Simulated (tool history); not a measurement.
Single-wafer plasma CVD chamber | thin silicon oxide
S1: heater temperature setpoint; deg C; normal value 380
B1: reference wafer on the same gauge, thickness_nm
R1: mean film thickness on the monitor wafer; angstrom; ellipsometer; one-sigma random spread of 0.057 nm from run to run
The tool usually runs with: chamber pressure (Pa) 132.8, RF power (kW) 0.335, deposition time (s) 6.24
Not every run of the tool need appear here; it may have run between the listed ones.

Run 1, hour 0.0: usual settings; B1 17.390. Result: R1 139.37 angstrom.
Run 2, hour 16.1: usual settings; B1 17.410. Result: R1 138.87 angstrom.
Run 3, hour 43.2: usual settings; B1 17.382. Result: R1 139.41 angstrom.
Run 4, hour 75.7: usual settings but RF power (kW) 0.300; B1 17.398. Result: R1 134.49 angstrom.
Run 5, hour 109.1: usual settings but RF power (kW) 0.300; B1 17.403. Result: R1 133.35 angstrom.
Run 6, hour 134.5: usual settings but chamber pressure (Pa) 141.1; B1 17.394. Result: R1 145.72 angstrom.
At hour 152.2: capacitance manometer re-zeroed and calibrated.
Run 7, hour 152.7: usual settings; B1 17.390. Result: R1 149.91 angstrom.
Run 8, hour 160.3: usual settings; B1 17.394. Result: R1 149.23 angstrom.
At hour 178.5: showerhead replaced.
Run 9, hour 186.9: usual settings; B1 17.397. Result: R1 148.49 angstrom.
Run 10, hour 210.1: usual settings but S1 386 deg C; B1 17.390. Result: R1 149.01 angstrom.
At hour 215.9: gauge calibrated.
Run 11, hour 233.8: usual settings but S1 392 deg C, chamber pressure (Pa) 155.6, RF power (kW) 0.395, deposition time (s) 5.07; B1 17.400. Result: R1 143.23 angstrom.
Run 12, hour 293.2: usual settings; B1 17.400. Result: R1 148.60 angstrom.
At hour 305.9: RF generator calibrated.
At hour 316.5: thermocouple changed; heater temperature recalibrated.
Run 13, hour 320.7: usual settings; B1 17.412. Result: R1 148.84 angstrom.
Run 14, hour 343.7: usual settings but S1 387 deg C, chamber pressure (Pa) 159.2, RF power (kW) 0.375, deposition time (s) 7.10; B1 17.387. Result: R1 198.33 angstrom.
Run 15, hour 358.2: usual settings but chamber pressure (Pa) 141.9, RF power (kW) 0.310, deposition time (s) 5.71; B1 17.401. Result: R1 140.67 angstrom.
Run 16, hour 380.1: usual settings; B1 17.402. Result: R1 149.29 angstrom.
Run 17, hour 406.7: usual settings but S1 390 deg C, deposition time (s) 5.61; B1 17.401. Result: R1 133.94 angstrom.
Run 18, hour 433.6: usual settings but S1 392 deg C; B1 17.385. Result: R1 147.77 angstrom.
Run 19, hour 468.2: usual settings but S1 368 deg C, RF power (kW) 0.300; B1 17.377. Result: R1 144.71 angstrom.

Subtracting, for every run, the result it would have given without the tool's unlogged condition from the measured result gives the following. The same run-to-run variation enters both numbers; the gauge's scatter may not:
Hidden state at play: wafer temperature above the value expected at the setpoint (K); delivered RF power above the setpoint (%); true pressure above the setpoint (%); gauge reads high (%).
run     R1
  1  -7.50
  2  -7.65
  3  -7.98
  4  -8.07
  5  -8.37
  6  -7.87
  7  +2.14
  8  +2.13
  9  +2.11
 10  +2.12
 11  +1.25
 12  +2.07
 13  +2.05
 14  +1.62
 15  +1.91
 16  +2.00
 17  +1.77
 18  +1.92
 19  +1.83
